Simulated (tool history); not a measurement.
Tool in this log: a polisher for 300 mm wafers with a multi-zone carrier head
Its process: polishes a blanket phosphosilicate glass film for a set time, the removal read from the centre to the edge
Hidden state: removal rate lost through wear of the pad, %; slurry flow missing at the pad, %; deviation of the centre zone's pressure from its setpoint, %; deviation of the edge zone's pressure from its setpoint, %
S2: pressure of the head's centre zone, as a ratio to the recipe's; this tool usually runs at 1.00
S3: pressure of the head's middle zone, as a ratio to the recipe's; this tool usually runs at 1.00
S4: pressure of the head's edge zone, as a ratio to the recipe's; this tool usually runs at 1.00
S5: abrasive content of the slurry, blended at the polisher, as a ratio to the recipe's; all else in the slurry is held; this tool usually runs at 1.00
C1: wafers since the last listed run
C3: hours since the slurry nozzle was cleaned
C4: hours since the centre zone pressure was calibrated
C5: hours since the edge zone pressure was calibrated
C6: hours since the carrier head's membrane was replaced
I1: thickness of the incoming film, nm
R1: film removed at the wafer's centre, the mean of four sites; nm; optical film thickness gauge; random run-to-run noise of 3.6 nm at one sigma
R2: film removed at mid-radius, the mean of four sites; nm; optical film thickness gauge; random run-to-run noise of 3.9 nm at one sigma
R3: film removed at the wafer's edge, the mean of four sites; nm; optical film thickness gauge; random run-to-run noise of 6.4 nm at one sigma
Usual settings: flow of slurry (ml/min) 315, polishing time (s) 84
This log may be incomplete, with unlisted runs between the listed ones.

run 1 hour=0.0 | flow_of_slurry_(ml/min)=315 S2=0.91 S3=1.00 S4=1.00 S5=0.85 polishing_time_(s)=84 | C1=0 wafers_polished_on_this_pad=2260 C3=126.0 C4=651.9 C5=545.0 C6=1356.3 | I1=2958.5 | R1=347.7 R2=376.8 R3=380.3
run 2 hour=88.1 | flow_of_slurry_(ml/min)=315 S2=0.91 S3=1.00 S4=1.00 S5=0.85 polishing_time_(s)=84 | C1=669 wafers_polished_on_this_pad=2930 C3=214.1 C4=740.0 C5=633.1 C6=1444.4 | I1=3026.1 | R1=336.3 R2=365.9 R3=371.0
-- hour=109.9 worn pad replaced by a new one
run 3 hour=134.3 | flow_of_slurry_(ml/min)=315 S2=0.91 S3=1.00 S4=1.00 S5=0.85 polishing_time_(s)=84 | C1=320 wafers_polished_on_this_pad=185 C3=260.3 C4=786.2 C5=679.3 C6=1490.6 | I1=2963.5 | R1=365.1 R2=391.3 R3=395.8
run 4 hour=188.6 | flow_of_slurry_(ml/min)=315 S2=1.00 S3=1.00 S4=1.00 S5=1.00 polishing_time_(s)=84 | C1=412 wafers_polished_on_this_pad=598 C3=314.6 C4=840.5 C5=733.6 C6=1544.9 | I1=2954.5 | R1=431.7 R2=430.9 R3=440.4
-- hour=212.2 centre zone pressure recalibrated
-- hour=255.5 slurry nozzle cleaned
run 5 hour=256.0 | flow_of_slurry_(ml/min)=315 S2=1.00 S3=1.00 S4=1.00 S5=1.00 polishing_time_(s)=84 | C1=489 wafers_polished_on_this_pad=1087 C3=0.5 C4=43.8 C5=801.0 C6=1612.3 | I1=3027.6 | R1=435.4 R2=441.8 R3=444.6
-- hour=287.8 edge zone pressure recalibrated
run 6 hour=328.9 | flow_of_slurry_(ml/min)=315 S2=1.00 S3=1.00 S4=1.00 S5=1.00 polishing_time_(s)=84 | C1=539 wafers_polished_on_this_pad=1626 C3=73.4 C4=116.7 C5=41.1 C6=1685.2 | I1=2990.4 | R1=426.7 R2=427.4 R3=433.9
run 7 hour=405.0 | flow_of_slurry_(ml/min)=315 S2=1.00 S3=1.00 S4=1.00 S5=1.00 polishing_time_(s)=84 | C1=578 wafers_polished_on_this_pad=2205 C3=149.5 C4=192.8 C5=117.2 C6=1761.3 | I1=2943.3 | R1=417.1 R2=416.0 R3=419.8
run 8 hour=470.1 | flow_of_slurry_(ml/min)=315 S2=1.00 S3=1.00 S4=1.00 S5=1.00 polishing_time_(s)=84 | C1=494 wafers_polished_on_this_pad=2700 C3=214.6 C4=257.9 C5=182.3 C6=1826.4 | I1=2927.6 | R1=404.2 R2=401.6 R3=399.2
run 9 hour=512.8 | flow_of_slurry_(ml/min)=315 S2=1.00 S3=0.93 S4=1.00 S5=1.00 polishing_time_(s)=84 | C1=324 wafers_polished_on_this_pad=3024 C3=257.3 C4=300.6 C5=225.0 C6=1869.1 | I1=2987.6 | R1=398.1 R2=374.6 R3=396.1
-- hour=545.7 worn pad replaced by a new one
run 10 hour=558.8 | flow_of_slurry_(ml/min)=360 S2=1.00 S3=1.07 S4=1.00 S5=1.00 polishing_time_(s)=106 | C1=319 wafers_polished_on_this_pad=99 C3=303.3 C4=346.6 C5=271.0 C6=1915.1 | I1=2957.2 | R1=547.4 R2=571.8 R3=549.5
run 11 hour=663.9 | flow_of_slurry_(ml/min)=315 S2=1.00 S3=1.00 S4=1.00 S5=1.00 polishing_time_(s)=84 | C1=798 wafers_polished_on_this_pad=898 C3=408.4 C4=451.7 C5=376.1 C6=2020.2 | I1=2958.5 | R1=417.2 R2=420.1 R3=425.6
-- hour=683.6 slurry nozzle cleaned
-- hour=696.3 carrier head's membrane replaced by a new one
run 12 hour=713.3 | flow_of_slurry_(ml/min)=315 S2=0.91 S3=1.00 S4=1.00 S5=1.25 polishing_time_(s)=108 | C1=329 wafers_polished_on_this_pad=1228 C3=29.7 C4=501.1 C5=425.5 C6=17.0 | I1=3040.4 | R1=582.5 R2=610.4 R3=624.3
run 13 hour=781.4 | flow_of_slurry_(ml/min)=315 S2=1.00 S3=1.00 S4=1.05 S5=1.00 polishing_time_(s)=84 | C1=517 wafers_polished_on_this_pad=1745 C3=97.8 C4=569.2 C5=493.6 C6=85.1 | I1=3035.9 | R1=422.0 R2=423.2 R3=448.6
run 14 hour=865.1 | flow_of_slurry_(ml/min)=415 S2=1.00 S3=1.00 S4=1.00 S5=1.00 polishing_time_(s)=108 | C1=636 wafers_polished_on_this_pad=2382 C3=181.5 C4=652.9 C5=577.3 C6=168.8 | I1=3023.2 | R1=542.6 R2=538.8 R3=548.3
-- hour=879.8 worn pad replaced by a new one
run 15 hour=903.2 | flow_of_slurry_(ml/min)=315 S2=1.00 S3=1.00 S4=1.00 S5=1.00 polishing_time_(s)=84 | C1=259 wafers_polished_on_this_pad=177 C3=219.6 C4=691.0 C5=615.4 C6=206.9 | I1=2995.5 | R1=438.1 R2=443.2 R3=433.4
-- hour=911.7 centre zone pressure recalibrated
run 16 hour=983.5 | flow_of_slurry_(ml/min)=315 S2=1.00 S3=1.05 S4=1.12 S5=1.25 polishing_time_(s)=63 | C1=595 wafers_polished_on_this_pad=772 C3=299.9 C4=71.8 C5=695.7 C6=287.2 | I1=3003.2 | R1=360.7 R2=375.0 R3=385.5
-- hour=1027.8 slurry nozzle cleaned
run 17 hour=1078.2 | flow_of_slurry_(ml/min)=315 S2=1.00 S3=1.00 S4=1.00 S5=1.00 polishing_time_(s)=84 | C1=712 wafers_polished_on_this_pad=1485 C3=50.4 C4=166.5 C5=790.4 C6=381.9 | I1=2932.6 | R1=438.5 R2=433.0 R3=432.5
run 18 hour=1145.9 | flow_of_slurry_(ml/min)=355 S2=0.93 S3=1.00 S4=1.00 S5=1.00 polishing_time_(s)=84 | C1=514 wafers_polished_on_this_pad=1999 C3=118.1 C4=234.2 C5=858.1 C6=449.6 | I1=3002.2 | R1=405.2 R2=425.9 R3=434.8
-- hour=1216.8 edge zone pressure recalibrated
-- hour=1220.1 worn pad replaced by a new one
run 19 hour=1242.3 | flow_of_slurry_(ml/min)=315 S2=1.00 S3=0.90 S4=1.00 S5=1.00 polishing_time_(s)=84 | C1=692 wafers_polished_on_this_pad=169 C3=214.5 C4=330.6 C5=25.5 C6=546.0 | I1=2941.4 | R1=440.5 R2=405.4 R3=433.2
run 20 hour=1331.2 | flow_of_slurry_(ml/min)=315 S2=1.00 S3=1.00 S4=1.00 S5=1.00 polishing_time_(s)=84 | C1=675 wafers_polished_on_this_pad=844 C3=303.4 C4=419.5 C5=114.4 C6=634.9 | I1=2971.7 | R1=431.3 R2=431.6 R3=432.9
run 21 hour=1400.0 | flow_of_slurry_(ml/min)=400 S2=1.00 S3=1.00 S4=1.08 S5=1.00 polishing_time_(s)=84 | C1=523 wafers_polished_on_this_pad=1367 C3=372.2 C4=488.3 C5=183.2 C6=703.7 | I1=2950.8 | R1=429.0 R2=426.5 R3=441.3
-- hour=1408.3 slurry nozzle cleaned
run 22 hour=1477.5 | flow_of_slurry_(ml/min)=315 S2=0.89 S3=1.00 S4=1.12 S5=0.75 polishing_time_(s)=84 | C1=581 wafers_polished_on_this_pad=1949 C3=69.2 C4=565.8 C5=260.7 C6=781.2 | I1=2956.3 | R1=323.3 R2=356.0 R3=372.6

State the hidden condition of the tool at each of the runs:
deviation of the centre zone's pressure from its setpoint, %: 0 in every run
deviation of the edge zone's pressure from its setpoint, %: 0 in every run
H1: removal rate lost through wear of the pad, %
H2: slurry flow missing at the pad, %
run=1 H1=5.7 H2=4.3
run=2 H1=9.08 H2=12.3
run=3 H1=1.15 H2=18.1
run=4 H1=1.46 H2=26.4
run=5 H1=2.31 H2=0.715
run=6 H1=3.8 H2=2.15
run=7 H1=5.98 H2=6.66
run=8 H1=8.37 H2=13
run=9 H1=10.2 H2=18.3
run=10 H1=0.643 H2=25.2
run=11 H1=1.41 H2=45.1
run=12 H1=2.2 H2=6.43
run=13 H1=3.74 H2=8.74
run=14 H1=6.34 H2=15
run=15 H1=0.363 H2=19
run=16 H1=0.934 H2=30.1
run=17 H1=2.53 H2=2.31
run=18 H1=4.29 H2=5.34
run=19 H1=0.625 H2=13.9
run=20 H1=1.29 H2=26.1
run=21 H1=2.41 H2=38.5
run=22 H1=4.31 H2=6.14
